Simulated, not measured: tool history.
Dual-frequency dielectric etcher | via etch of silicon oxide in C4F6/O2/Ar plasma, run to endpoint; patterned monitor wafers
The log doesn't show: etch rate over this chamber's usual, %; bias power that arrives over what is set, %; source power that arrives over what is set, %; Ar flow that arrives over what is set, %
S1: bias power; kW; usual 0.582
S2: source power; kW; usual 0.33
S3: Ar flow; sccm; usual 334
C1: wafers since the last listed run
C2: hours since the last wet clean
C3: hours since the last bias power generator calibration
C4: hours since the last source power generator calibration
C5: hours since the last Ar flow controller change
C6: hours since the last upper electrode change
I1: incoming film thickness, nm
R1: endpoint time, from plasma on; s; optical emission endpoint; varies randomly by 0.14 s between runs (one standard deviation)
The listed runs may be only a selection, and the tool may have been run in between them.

Run 1, hour 0: usual settings but S2 0.39 kW; C1 0; C2 353.2; C3 2148.8; C4 3274.7; C5 3235.6; C6 5187.8; I1 129.3. Result: R1 28.1 s.
Run 2, hour 37.5: usual settings but S1 0.481 kW, S3 364 sccm; C1 412; C2 390.7; C3 2186.3; C4 3312.2; C5 3273.1; C6 5225.3; I1 129.2. Result: R1 33.8 s.
At hour 73.3: wet clean of the chamber.
At hour 78.5: Ar flow controller replaced.
Run 3, hour 79: usual settings but S1 0.481 kW, S3 364 sccm; C1 135; C2 5.7; C3 2227.8; C4 3353.7; C5 0.5; C6 5266.8; I1 129.2. Result: R1 34.8 s.
Run 4, hour 79.4: usual settings but S1 0.481 kW, S3 364 sccm; C1 4; C2 6.1; C3 2228.2; C4 3354.1; C5 0.9; C6 5267.2; I1 129.3. Result: R1 34.9 s.
Run 5, hour 79.7: usual settings but S1 0.644 kW, S3 272 sccm; C1 3; C2 6.4; C3 2228.5; C4 3354.4; C5 1.2; C6 5267.5; I1 129.3. Result: R1 28.5 s.
Run 6, hour 87.1: usual settings but S1 0.644 kW, S3 272 sccm; C1 81; C2 13.8; C3 2235.9; C4 3361.8; C5 8.6; C6 5274.9; I1 128.9. Result: R1 28.3 s.
At hour 100.1: source power generator calibrated.
At hour 115.2: wet clean of the chamber, repeated, since the last time left the tool worse.
Run 7, hour 115.7: usual settings but S1 0.644 kW, S3 272 sccm; C1 104; C2 0.5; C3 2264.5; C4 15.6; C5 37.2; C6 5303.5; I1 128.7. Result: R1 26.4 s.
Run 8, hour 117.4: usual settings; C1 18; C2 2.2; C3 2266.2; C4 17.3; C5 38.9; C6 5305.2; I1 129.4. Result: R1 28.9 s.
Run 9, hour 130.7: usual settings but S1 0.492 kW, S3 287 sccm; C1 146; C2 15.5; C3 2279.5; C4 30.6; C5 52.2; C6 5318.5; I1 129. Result: R1 31.4 s.
At hour 163.4: upper electrode replaced.
At hour 167.4: bias power generator calibrated.
Run 10, hour 167.9: usual settings but S2 0.3 kW, S3 359 sccm; C1 101; C2 52.7; C3 0.5; C4 67.8; C5 89.4; C6 4.5; I1 128.9. Result: R1 30.4 s.
Run 11, hour 168.2: usual settings but S1 0.492 kW, S3 287 sccm; C1 3; C2 53; C3 0.8; C4 68.1; C5 89.7; C6 4.8; I1 128.8. Result: R1 31.8 s.
Run 12, hour 168.5: usual settings but S1 0.437 kW, S2 0.35 kW; C1 3; C2 53.3; C3 1.1; C4 68.4; C5 90; C6 5.1; I1 129.4. Result: R1 33.9 s.
Run 13, hour 178.7: usual settings; C1 112; C2 63.5; C3 11.3; C4 78.6; C5 100.2; C6 15.3; I1 130.2. Result: R1 29.1 s.
Run 14, hour 190.3: usual settings but S2 0.3 kW; C1 127; C2 75.1; C3 22.9; C4 90.2; C5 111.8; C6 26.9; I1 129.4. Result: R1 30.4 s.
Run 15, hour 208.2: usual settings but S1 0.485 kW, S2 0.29 kW, S3 365 sccm; C1 196; C2 93; C3 40.8; C4 108.1; C5 129.7; C6 44.8; I1 129.1. Result: R1 34.5 s.
Run 16, hour 220.1: usual settings but S1 0.628 kW, S2 0.26 kW, S3 416 sccm; C1 130; C2 104.9; C3 52.7; C4 120; C5 141.6; C6 56.7; I1 129. Result: R1 31.2 s.
Run 17, hour 235.7: usual settings but S1 0.492 kW, S3 287 sccm; C1 171; C2 120.5; C3 68.3; C4 135.6; C5 157.2; C6 72.3; I1 128.9. Result: R1 31.8 s.

Predict each of these 5 candidate next runs independently; none follows another, all start after run 17:
Run A, hour 236.1: usual settings but S1 0.658 kW; C1 4; C2 120.9; C3 68.7; C4 136; C5 157.6; C6 72.7; I1 129. Result: R1 ?.
Run B, hour 236.1: usual settings but S1 0.539 kW, S2 0.37 kW, S3 374 sccm; C1 4; C2 120.9; C3 68.7; C4 136; C5 157.6; C6 72.7; I1 129. Result: R1 ?.
Run C, hour 236.1: usual settings but S2 0.27 kW; C1 4; C2 120.9; C3 68.7; C4 136; C5 157.6; C6 72.7; I1 129. Result: R1 ?.
Run D, hour 236.1: usual settings but S1 0.701 kW; C1 4; C2 120.9; C3 68.7; C4 136; C5 157.6; C6 72.7; I1 129. Result: R1 ?.
Run E, hour 236.1: usual settings but S1 0.437 kW; C1 4; C2 120.9; C3 68.7; C4 136; C5 157.6; C6 72.7; I1 129. Result: R1 ?.

run    R1
  A  27.3
  B  29.8
  C  31.7
  D  26.3
  E  35.2
Take away the tool's hidden state, keep each run's random variation, and the runs would have read:
run    R1
  A  26.9
  B  29.4
  C  31.3
  D    26
  E  34.7

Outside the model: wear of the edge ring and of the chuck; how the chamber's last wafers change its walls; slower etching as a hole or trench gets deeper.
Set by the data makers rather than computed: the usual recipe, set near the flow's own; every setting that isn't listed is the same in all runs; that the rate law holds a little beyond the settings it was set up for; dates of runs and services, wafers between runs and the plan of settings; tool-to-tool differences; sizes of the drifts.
